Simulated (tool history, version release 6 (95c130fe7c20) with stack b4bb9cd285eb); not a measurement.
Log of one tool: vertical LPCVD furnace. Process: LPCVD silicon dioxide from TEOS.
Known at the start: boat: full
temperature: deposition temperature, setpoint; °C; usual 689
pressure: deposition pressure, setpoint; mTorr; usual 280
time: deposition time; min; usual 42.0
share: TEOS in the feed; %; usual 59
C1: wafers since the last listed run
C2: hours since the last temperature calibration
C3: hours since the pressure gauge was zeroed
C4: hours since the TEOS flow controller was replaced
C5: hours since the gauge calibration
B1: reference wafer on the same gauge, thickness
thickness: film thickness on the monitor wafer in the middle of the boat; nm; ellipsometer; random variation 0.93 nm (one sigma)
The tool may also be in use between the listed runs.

run 1 day=0.000 | temperature=689 pressure=280 time=42.0 share=59 | C1=0 C2=3330.3 C3=2075.0 C4=3834.7 C5=713.8 | B1=172.14 | thickness=199.47
run 2 day=2.108 | temperature=689 pressure=280 time=42.0 share=59 | C1=697 C2=3380.9 C3=2125.6 C4=3885.3 C5=764.4 | B1=172.00 | thickness=201.34
run 3 day=4.821 | temperature=689 pressure=280 time=42.0 share=59 | C1=897 C2=3446.0 C3=2190.7 C4=3950.4 C5=829.5 | B1=171.80 | thickness=199.70
run 4 day=8.892 | temperature=689 pressure=280 time=42.0 share=53 | C1=1347 C2=3543.7 C3=2288.4 C4=4048.1 C5=927.2 | B1=172.09 | thickness=189.20
run 5 day=11.429 | temperature=689 pressure=280 time=42.0 share=53 | C1=839 C2=3604.6 C3=2349.3 C4=4109.0 C5=988.1 | B1=171.69 | thickness=189.17
run 6 day=13.662 | temperature=689 pressure=280 time=42.0 share=53 | C1=739 C2=3658.2 C3=2402.9 C4=4162.6 C5=1041.7 | B1=172.06 | thickness=189.67
run 7 day=16.971 | temperature=689 pressure=280 time=42.0 share=59 | C1=1094 C2=3737.6 C3=2482.3 C4=4242.0 C5=1121.1 | B1=172.32 | thickness=199.99
run 8 day=18.646 | temperature=689 pressure=280 time=42.0 share=59 | C1=554 C2=3777.8 C3=2522.5 C4=4282.2 C5=1161.3 | B1=171.89 | thickness=198.10
run 9 day=22.517 | temperature=689 pressure=280 time=42.0 share=59 | C1=1280 C2=3870.7 C3=2615.4 C4=4375.1 C5=1254.2 | B1=172.02 | thickness=199.97
run 10 day=24.488 | temperature=689 pressure=280 time=42.0 share=59 | C1=652 C2=3918.0 C3=2662.7 C4=4422.4 C5=1301.5 | B1=171.94 | thickness=198.76
run 11 day=26.825 | temperature=678 pressure=215 time=35.0 share=71 | C1=773 C2=3974.1 C3=2718.8 C4=4478.5 C5=1357.6 | B1=171.91 | thickness=122.50
run 12 day=29.033 | temperature=681 pressure=280 time=48.5 share=53 | C1=730 C2=4027.1 C3=2771.8 C4=4531.5 C5=1410.6 | B1=171.62 | thickness=179.48
-- day=31.683 thermocouples replaced and temperature profile calibrated
run 13 day=33.396 | temperature=689 pressure=315 time=58.0 share=59 | C1=1112 C2=41.1 C3=2876.5 C4=4636.2 C5=1515.3 | B1=171.80 | thickness=290.93
run 14 day=35.112 | temperature=689 pressure=280 time=42.0 share=62 | C1=568 C2=82.3 C3=2917.7 C4=4677.4 C5=1556.5 | B1=172.09 | thickness=202.84
-- day=36.371 TEOS flow controller replaced
run 15 day=37.596 | temperature=689 pressure=280 time=42.0 share=59 | C1=490 C2=141.9 C3=2977.3 C4=29.4 C5=1616.1 | B1=171.85 | thickness=199.21
run 16 day=41.696 | temperature=689 pressure=305 time=34.0 share=54 | C1=1356 C2=240.3 C3=3075.7 C4=127.8 C5=1714.5 | B1=171.96 | thickness=161.87
run 17 day=43.992 | temperature=689 pressure=280 time=54.0 share=59 | C1=759 C2=295.4 C3=3130.8 C4=182.9 C5=1769.6 | B1=171.87 | thickness=254.60
run 18 day=46.429 | temperature=695 pressure=240 time=50.0 share=59 | C1=806 C2=353.9 C3=3189.3 C4=241.4 C5=1828.1 | B1=172.17 | thickness=252.73
-- day=47.400 gauge calibrated
run 19 day=50.288 | temperature=689 pressure=255 time=42.0 share=65 | C1=1276 C2=446.5 C3=3281.9 C4=334.0 C5=69.3 | B1=172.11 | thickness=199.97
run 20 day=53.012 | temperature=689 pressure=280 time=42.0 share=59 | C1=901 C2=511.9 C3=3347.3 C4=399.4 C5=134.7 | B1=171.96 | thickness=199.19
-- day=56.579 pressure gauge zeroed
run 21 day=57.158 | temperature=689 pressure=345 time=42.0 share=59 | C1=1040 C2=611.4 C3=13.9 C4=498.9 C5=234.2 | B1=172.14 | thickness=225.31
run 22 day=59.875 | temperature=689 pressure=280 time=42.0 share=50 | C1=898 C2=676.6 C3=79.1 C4=564.1 C5=299.4 | B1=171.95 | thickness=188.44
run 23 day=62.496 | temperature=678 pressure=260 time=42.0 share=63 | C1=867 C2=739.5 C3=142.0 C4=627.0 C5=362.3 | B1=171.95 | thickness=153.48
run 24 day=64.729 | temperature=677 pressure=280 time=29.5 share=59 | C1=739 C2=793.1 C3=195.6 C4=680.6 C5=415.9 | B1=171.89 | thickness=106.92
run 25 day=68.450 | temperature=692 pressure=325 time=42.0 share=59 | C1=1231 C2=882.4 C3=284.9 C4=769.9 C5=505.2 | B1=171.89 | thickness=235.38
run 26 day=70.938 | temperature=695 pressure=305 time=28.0 share=54 | C1=823 C2=942.1 C3=344.6 C4=829.6 C5=564.9 | B1=171.90 | thickness=154.07
run 27 day=72.462 | temperature=689 pressure=280 time=42.0 share=59 | C1=504 C2=978.7 C3=381.2 C4=866.2 C5=601.5 | B1=172.05 | thickness=202.12
run 28 day=75.346 | temperature=689 pressure=280 time=58.5 share=59 | C1=954 C2=1047.9 C3=450.4 C4=935.4 C5=670.7 | B1=172.12 | thickness=281.06
run 29 day=77.400 | temperature=689 pressure=280 time=42.0 share=59 | C1=679 C2=1097.2 C3=499.7 C4=984.7 C5=720.0 | B1=171.94 | thickness=201.59
run 30 day=79.642 | temperature=689 pressure=280 time=42.0 share=59 | C1=741 C2=1151.0 C3=553.5 C4=1038.5 C5=773.8 | B1=172.13 | thickness=200.85
run 31 day=83.567 | temperature=681 pressure=280 time=34.5 share=59 | C1=1298 C2=1245.2 C3=647.7 C4=1132.7 C5=868.0 | B1=172.03 | thickness=136.25

The same runs without the tool's hidden state, with the same run-to-run variation:
The hidden state here: true tube temperature minus thermocouple reading, K; true pressure minus gauge reading, mTorr; deviation of the TEOS flow from its setpoint, %; gauge reads high (%).
run=1 thickness=202.14
run=2 thickness=204.10
run=3 thickness=202.53
run=4 thickness=192.00
run=5 thickness=192.06
run=6 thickness=192.64
run=7 thickness=203.23
run=8 thickness=201.37
run=9 thickness=203.40
run=10 thickness=202.22
run=11 thickness=125.37
run=12 thickness=182.75
run=13 thickness=295.81
run=14 thickness=206.74
run=15 thickness=203.13
run=16 thickness=164.89
run=17 thickness=259.88
run=18 thickness=259.01
run=19 thickness=204.78
run=20 thickness=203.63
run=21 thickness=225.08
run=22 thickness=188.27
run=23 thickness=153.41
run=24 thickness=106.91
run=25 thickness=235.48
run=26 thickness=154.20
run=27 thickness=202.35
run=28 thickness=281.51
run=29 thickness=201.98
run=30 thickness=201.31
run=31 thickness=136.65

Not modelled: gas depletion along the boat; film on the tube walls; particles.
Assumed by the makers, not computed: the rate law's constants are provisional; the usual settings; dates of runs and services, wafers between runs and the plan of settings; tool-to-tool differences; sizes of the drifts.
